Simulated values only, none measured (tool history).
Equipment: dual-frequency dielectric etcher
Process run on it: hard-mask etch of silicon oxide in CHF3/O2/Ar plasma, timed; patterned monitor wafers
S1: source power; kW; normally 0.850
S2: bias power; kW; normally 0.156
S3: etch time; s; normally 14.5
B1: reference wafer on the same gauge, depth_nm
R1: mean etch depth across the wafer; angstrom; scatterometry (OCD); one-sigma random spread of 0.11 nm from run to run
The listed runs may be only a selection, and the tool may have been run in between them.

run   hour     S1     S2    S3     B1     R1
  1    0.0  0.850  0.156  14.5  26.60  268.3
  2   45.7  0.850  0.156  14.5  26.62  266.9
  3   74.3  0.740  0.146  14.5  26.62  240.6
  4  128.5  0.850  0.156  14.5  26.59  265.0
     182.9  -- wet clean of the chamber
  5  183.4  0.850  0.156  14.5  26.61  255.2
  6  192.7  0.850  0.156  14.5  26.60  256.9
  7  247.5  0.850  0.156  14.5  26.59  255.9
     278.7  -- upper electrode replaced
     303.6  -- wet clean of the chamber, repeated, since the last time left the tool worse
  8  304.1  0.850  0.156  14.5  26.60  270.0
  9  316.8  0.850  0.156  14.5  26.58  272.2
     328.2  -- gauge calibrated
 10  341.6  0.970  0.156  14.5  26.60  288.1
     365.8  -- bias power generator calibrated
 11  431.9  0.760  0.120  11.0  26.60  167.5
 12  467.2  0.970  0.130  16.5  26.58  295.1
 13  509.9  0.850  0.156  14.5  26.60  266.9
     567.1  -- source power generator calibrated
 14  568.2  0.760  0.120  11.0  26.59  165.7
 15  618.4  0.660  0.156  12.5  26.60  201.1
 16  663.5  0.850  0.156  16.5  26.61  298.2
     706.7  -- wet clean of the chamber
 17  707.2  0.850  0.156  14.5  26.59  273.7
 18  739.0  0.670  0.143  14.5  26.61  229.8

What does the tool deliver on the next run?
 19  767.1  0.730  0.126  16.5   ?   ?

{"run 19": {"B1": 26.59, "R1": 253.8}}
On a tool with no hidden condition, and with the same random variation, this run would have come out at R1 254.5 angstrom.

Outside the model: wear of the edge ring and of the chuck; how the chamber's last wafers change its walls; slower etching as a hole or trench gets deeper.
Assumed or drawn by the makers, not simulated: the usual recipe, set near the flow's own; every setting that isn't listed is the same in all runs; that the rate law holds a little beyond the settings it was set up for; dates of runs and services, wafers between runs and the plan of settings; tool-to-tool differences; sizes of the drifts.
